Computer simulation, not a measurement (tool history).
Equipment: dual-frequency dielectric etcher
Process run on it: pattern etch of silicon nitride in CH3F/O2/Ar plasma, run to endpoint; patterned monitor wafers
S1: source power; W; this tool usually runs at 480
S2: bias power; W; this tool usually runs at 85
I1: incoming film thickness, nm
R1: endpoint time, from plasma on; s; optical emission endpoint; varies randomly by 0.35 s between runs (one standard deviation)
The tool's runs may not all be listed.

{"run": 1, "hour": 0.0, "S1": 420, "S2": 85, "I1": 30.22, "R1": 41.4}
{"run": 2, "hour": 65.1, "S1": 420, "S2": 85, "I1": 30.3, "R1": 42}
{"run": 3, "hour": 104.5, "S1": 480, "S2": 99, "I1": 29.85, "R1": 38}
{"run": 4, "hour": 159.5, "S1": 480, "S2": 99, "I1": 30.01, "R1": 37.9}
{"hour": 207.0, "done": "wet clean of the chamber"}
{"run": 5, "hour": 207.5, "S1": 480, "S2": 78, "I1": 30.03, "R1": 40.1}
{"run": 6, "hour": 294.5, "S1": 480, "S2": 78, "I1": 30.07, "R1": 40.3}
{"run": 7, "hour": 348.1, "S1": 480, "S2": 85, "I1": 29.88, "R1": 38.9}
{"run": 8, "hour": 420.9, "S1": 480, "S2": 85, "I1": 30.18, "R1": 39.4}
{"run": 9, "hour": 573.7, "S1": 480, "S2": 85, "I1": 30.26, "R1": 39.9}
{"run": 10, "hour": 635.7, "S1": 480, "S2": 85, "I1": 30.09, "R1": 39.4}
{"run": 11, "hour": 685.2, "S1": 390, "S2": 94, "I1": 30.34, "R1": 41.5}
{"run": 12, "hour": 777.3, "S1": 390, "S2": 94, "I1": 30.15, "R1": 41.5}
{"hour": 815.4, "done": "wet clean of the chamber"}
{"run": 13, "hour": 871.7, "S1": 390, "S2": 85, "I1": 30.49, "R1": 44}
{"hour": 955.4, "done": "source power generator calibrated"}
{"run": 14, "hour": 955.9, "S1": 390, "S2": 85, "I1": 30.22, "R1": 44.2}
{"run": 15, "hour": 1013.1, "S1": 480, "S2": 102, "I1": 30.35, "R1": 39.5}
{"run": 16, "hour": 1222.8, "S1": 480, "S2": 102, "I1": 30.07, "R1": 39.6}
{"run": 17, "hour": 1280.1, "S1": 480, "S2": 102, "I1": 30.1, "R1": 39.4}

Predict the results of run 18:
{"hour": 1311.7, "done": "wet clean of the chamber, repeated, since the last time left the tool worse"}
{"run": 18, "hour": 1516.2, "S1": 480, "S2": 85, "I1": 30.15, "R1": "?"}

R1: 39.7 s
With the hidden condition absent and the run-to-run variation left alone, this run would have shown R1 39.4 s.
